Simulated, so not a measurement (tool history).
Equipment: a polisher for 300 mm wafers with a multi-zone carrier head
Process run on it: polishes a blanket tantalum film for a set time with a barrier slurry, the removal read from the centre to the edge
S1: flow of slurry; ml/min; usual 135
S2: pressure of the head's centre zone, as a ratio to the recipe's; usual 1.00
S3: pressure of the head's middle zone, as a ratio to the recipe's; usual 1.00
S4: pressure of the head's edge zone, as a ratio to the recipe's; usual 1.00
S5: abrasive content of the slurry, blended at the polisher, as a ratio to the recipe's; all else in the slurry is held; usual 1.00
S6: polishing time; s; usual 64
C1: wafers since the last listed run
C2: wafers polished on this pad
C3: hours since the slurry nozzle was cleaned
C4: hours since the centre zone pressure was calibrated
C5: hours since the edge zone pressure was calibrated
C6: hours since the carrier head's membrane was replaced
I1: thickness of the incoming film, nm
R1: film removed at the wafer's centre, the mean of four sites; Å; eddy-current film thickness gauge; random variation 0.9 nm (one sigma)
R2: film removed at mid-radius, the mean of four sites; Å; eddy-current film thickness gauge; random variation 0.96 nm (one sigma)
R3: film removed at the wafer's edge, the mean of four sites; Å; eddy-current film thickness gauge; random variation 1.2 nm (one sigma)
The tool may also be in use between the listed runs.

run	day	S1	S2	S3	S4	S5	S6	C1	C2	C3	C4	C5	C6	I1	R1	R2	R3
1	0.000	135	1.00	1.00	1.00	1.00	64	0	2015	454.6	168.8	525.9	674.9	407.8	906	879	905
# day 0.104: slurry nozzle cleaned
2	2.308	135	1.00	1.00	1.00	1.00	50	678	2694	52.9	224.2	581.3	730.3	402.9	703	696	691
3	3.358	135	1.00	1.00	1.00	1.00	64	314	3009	78.1	249.4	606.5	755.5	402.1	896	903	873
# day 5.788: worn pad replaced by a new one
4	6.158	135	1.00	1.00	1.00	1.00	64	788	111	145.3	316.6	673.7	822.7	397.5	894	886	858
5	8.962	135	1.00	1.00	1.00	1.00	64	839	950	212.6	383.9	741.0	890.0	400.9	906	894	880
6	13.654	135	1.00	1.00	1.00	1.00	64	1405	2355	325.2	496.5	853.6	1002.6	400.8	906	899	864
# day 14.946: edge zone pressure recalibrated
# day 17.946: worn pad replaced by a new one
7	18.517	135	1.00	1.00	1.00	1.00	64	1381	170	441.9	613.2	85.7	1119.3	400.0	889	899	874
# day 20.533: slurry nozzle cleaned
8	21.129	135	1.00	1.00	1.00	1.00	64	769	940	14.3	675.9	148.4	1182.0	397.1	895	888	891
9	23.783	120	0.96	1.00	1.00	1.00	64	794	1735	78.0	739.6	212.1	1245.7	403.4	819	868	874
10	25.929	135	1.00	1.00	0.95	1.00	52	642	2378	129.5	791.1	263.6	1297.2	407.0	717	735	681
11	27.058	135	0.93	1.00	1.00	1.25	64	338	2716	156.6	818.2	290.7	1324.3	399.6	882	936	928
# day 28.758: carrier head's membrane replaced by a new one
# day 29.517: worn pad replaced by a new one
12	29.575	135	1.00	0.92	0.94	1.20	64	641	18	217.0	878.6	351.1	19.6	393.7	889	876	891
13	32.146	135	1.00	1.00	0.91	1.00	64	769	787	278.7	940.3	412.8	81.3	397.2	852	899	847
14	34.062	135	1.00	1.00	1.00	1.00	64	574	1361	324.7	986.3	458.8	127.3	399.7	852	903	887
15	36.121	135	0.90	1.00	1.00	1.00	56	616	1978	374.1	1035.7	508.2	176.7	396.7	695	777	769
# day 36.271: centre zone pressure recalibrated
16	37.962	100	1.00	1.00	1.00	1.00	64	526	2505	418.3	40.6	552.4	220.9	402.3	836	813	834
17	40.546	155	1.03	1.00	1.00	1.00	54	773	3278	480.3	102.6	614.4	282.9	396.9	816	776	774
# day 42.362: worn pad replaced by a new one
18	43.525	115	1.00	1.00	1.00	1.00	64	842	348	551.8	174.1	685.9	354.4	405.2	868	852	873
# day 43.658: slurry nozzle cleaned
19	46.496	135	1.00	1.00	1.00	1.00	64	877	1225	68.1	245.4	757.2	425.7	406.4	894	901	879
20	48.954	135	0.96	1.00	1.00	1.00	64	736	1961	127.1	304.4	816.2	484.7	398.6	885	887	868

Here are 5 independent what-if runs from the current tool condition. What would each one return?
A	48.971	135	0.90	1.00	1.00	1.00	64	4	1966	127.5	304.8	816.6	485.1	394.3	?	?	?
B	48.971	150	1.00	0.92	1.00	1.00	64	4	1966	127.5	304.8	816.6	485.1	394.3	?	?	?
C	48.971	105	1.00	1.06	1.00	1.00	72	4	1966	127.5	304.8	816.6	485.1	394.3	?	?	?
D	48.971	180	0.95	1.00	1.00	1.00	64	4	1966	127.5	304.8	816.6	485.1	394.3	?	?	?
E	48.971	135	1.03	1.06	1.00	1.10	50	4	1966	127.5	304.8	816.6	485.1	394.3	?	?	?

run	R1	R2	R3
A	849	876	893
B	936	835	908
C	951	967	958
D	939	927	930
E	745	735	713
Without the tool's unlogged condition, the same runs would have read:
run	R1	R2	R3
A	847	876	893
B	933	835	908
C	948	967	958
D	936	927	930
E	743	735	713
